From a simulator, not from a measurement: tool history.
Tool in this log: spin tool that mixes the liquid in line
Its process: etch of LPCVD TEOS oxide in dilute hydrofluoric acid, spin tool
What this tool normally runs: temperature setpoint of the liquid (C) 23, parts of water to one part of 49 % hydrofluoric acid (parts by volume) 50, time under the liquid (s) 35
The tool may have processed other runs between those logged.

run	day	temperature setpoint of the liquid (C)	parts of water to one part of 49 % hydrofluoric acid (parts by volume)	time under the liquid (s)	wafers since the last listed run	hours since the thermometer was replaced	hours since the hydrofluoric acid flow meter was replaced	hours since the gauge calibration	read-back film thickness of the LPCVD TEOS oxide reference wafer, read on the same gauge (nm)	thickness taken off the LPCVD TEOS oxide on a monitor wafer (angstrom)
1	0	23	50	50	0	548.4	1463.5	208.7	30.02	354.1
2	4.242	23	50	50	1033	650.2	1565.3	310.5	29.99	358.7
3	6.129	23	50	35	459	695.5	1610.6	355.8	29.99	246.8
4	9.138	23	50	35	732	767.7	1682.8	428	29.98	251.9
5	11.762	23	50	35	639	830.7	1745.8	491	30.02	252.2
6	13.346	23	50	35	385	868.7	1783.8	529	30.01	252.9
7	16.242	23	50	35	705	938.2	1853.3	598.5	30.01	253.3
8	18.712	23	50	35	601	997.5	1912.6	657.8	29.97	258.6
# day 20.442: thermometer replaced
9	30.625	23	50	35	2891	244.4	2198.5	943.7	29.99	242.1
10	33.121	23	50	35	607	304.3	2258.4	1003.6	30.02	243.6
11	37.325	23	50	35	1023	405.2	2359.3	1104.5	29.99	244.9
12	40.558	23	50	35	787	482.8	2436.9	1182.1	30.01	242.7
13	44.858	23	70	50	1047	586	2540.1	1285.3	30	243.8
14	48.712	21.5	35	35	938	678.5	2632.6	1377.8	29.97	342.7
# day 50.862: hydrofluoric acid flow meter replaced
15	51.621	27.5	75	25	698	748.3	18.2	1447.6	30	139.6
16	55.267	23	50	35	887	835.8	105.7	1535.1	29.99	254.3
17	56.942	23	50	35	407	876	145.9	1575.3	29.98	253.4

Predict the results of run 18:
18	59.104	18	50	35	526	927.9	197.8	1627.2	?	?

{"run 18": {"read-back film thickness of the LPCVD TEOS oxide reference wafer, read on the same gauge (nm)": 29.99, "thickness taken off the LPCVD TEOS oxide on a monitor wafer (angstrom)": 207.2}}
If the tool had no hidden condition, the same run with the same run-to-run variation would have returned thickness taken off the LPCVD TEOS oxide on a monitor wafer (angstrom) 191.7.

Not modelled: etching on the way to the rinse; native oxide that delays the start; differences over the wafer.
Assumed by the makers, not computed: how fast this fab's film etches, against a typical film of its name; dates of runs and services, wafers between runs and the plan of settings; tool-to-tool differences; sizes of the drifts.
